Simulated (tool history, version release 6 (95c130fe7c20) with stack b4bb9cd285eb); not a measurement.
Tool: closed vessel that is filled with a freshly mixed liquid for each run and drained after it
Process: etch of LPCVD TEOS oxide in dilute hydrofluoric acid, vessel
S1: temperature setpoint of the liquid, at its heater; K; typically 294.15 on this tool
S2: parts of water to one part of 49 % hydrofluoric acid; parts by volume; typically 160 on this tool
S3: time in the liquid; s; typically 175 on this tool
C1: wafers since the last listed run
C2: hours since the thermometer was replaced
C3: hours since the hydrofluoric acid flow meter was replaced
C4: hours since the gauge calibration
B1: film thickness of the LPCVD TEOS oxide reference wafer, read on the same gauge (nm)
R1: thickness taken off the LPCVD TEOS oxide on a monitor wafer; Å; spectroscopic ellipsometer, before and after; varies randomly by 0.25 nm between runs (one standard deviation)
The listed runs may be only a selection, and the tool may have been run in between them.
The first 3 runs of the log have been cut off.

Run 4, day 2.650: usual settings; C1 956; C2 977.4; C3 933.2; C4 404.6; B1 60.01. Result: R1 350.8 Å.
Run 5, day 3.017: usual settings; C1 1014; C2 986.2; C3 942.0; C4 413.4; B1 60.00. Result: R1 358.7 Å.
Run 6, day 3.275: usual settings but S2 120 parts by volume; C1 714; C2 992.4; C3 948.2; C4 419.6; B1 60.02. Result: R1 493.7 Å.
Run 7, day 3.975: usual settings but S2 120 parts by volume; C1 1935; C2 1009.2; C3 965.0; C4 436.4; B1 60.00. Result: R1 493.4 Å.
Run 8, day 4.450: usual settings but S3 115 s; C1 1313; C2 1020.6; C3 976.4; C4 447.8; B1 60.01. Result: R1 237.6 Å.
Run 9, day 5.133: usual settings but S3 115 s; C1 1889; C2 1037.0; C3 992.8; C4 464.2; B1 60.01. Result: R1 234.8 Å.
Run 10, day 5.433: usual settings but S3 115 s; C1 829; C2 1044.2; C3 1000.0; C4 471.4; B1 59.99. Result: R1 234.6 Å.
Run 11, day 6.104: usual settings; C1 1855; C2 1060.3; C3 1016.1; C4 487.5; B1 60.02. Result: R1 357.4 Å.
Run 12, day 6.592: usual settings but S1 296.15 K, S2 140 parts by volume; C1 1348; C2 1072.0; C3 1027.8; C4 499.2; B1 60.01. Result: R1 449.0 Å.
Run 13, day 6.954: usual settings but S3 235 s; C1 1002; C2 1080.7; C3 1036.5; C4 507.9; B1 59.99. Result: R1 477.7 Å.
Run 14, day 7.288: usual settings but S3 235 s; C1 921; C2 1088.7; C3 1044.5; C4 515.9; B1 60.01. Result: R1 482.6 Å.
At day 7.333: thermometer replaced.
Run 15, day 7.921: usual settings; C1 1636; C2 14.1; C3 1059.7; C4 531.1; B1 59.99. Result: R1 359.9 Å.
At day 8.512: gauge calibrated.
Run 16, day 8.517: usual settings; C1 1647; C2 28.4; C3 1074.0; C4 0.1; B1 60.02. Result: R1 361.0 Å.
At day 9.062: hydrofluoric acid flow meter replaced.
Run 17, day 9.075: usual settings but S1 290.15 K; C1 1428; C2 41.8; C3 0.3; C4 13.5; B1 60.00. Result: R1 323.6 Å.
Run 18, day 9.733: usual settings but S1 291.15 K, S2 185 parts by volume, S3 215 s; C1 1820; C2 57.6; C3 16.1; C4 29.3; B1 59.98. Result: R1 345.8 Å.

Run 19 is up next; what results do you expect?
Run 19, day 10.292: usual settings but S2 185 parts by volume, S3 90 s; C1 1544; C2 71.0; C3 29.5; C4 42.7; B1 ?. Result: R1 ?.

B1: 59.99
R1: 165.1 Å
With no hidden state in the tool, this same run would have given R1 139.5 Å.

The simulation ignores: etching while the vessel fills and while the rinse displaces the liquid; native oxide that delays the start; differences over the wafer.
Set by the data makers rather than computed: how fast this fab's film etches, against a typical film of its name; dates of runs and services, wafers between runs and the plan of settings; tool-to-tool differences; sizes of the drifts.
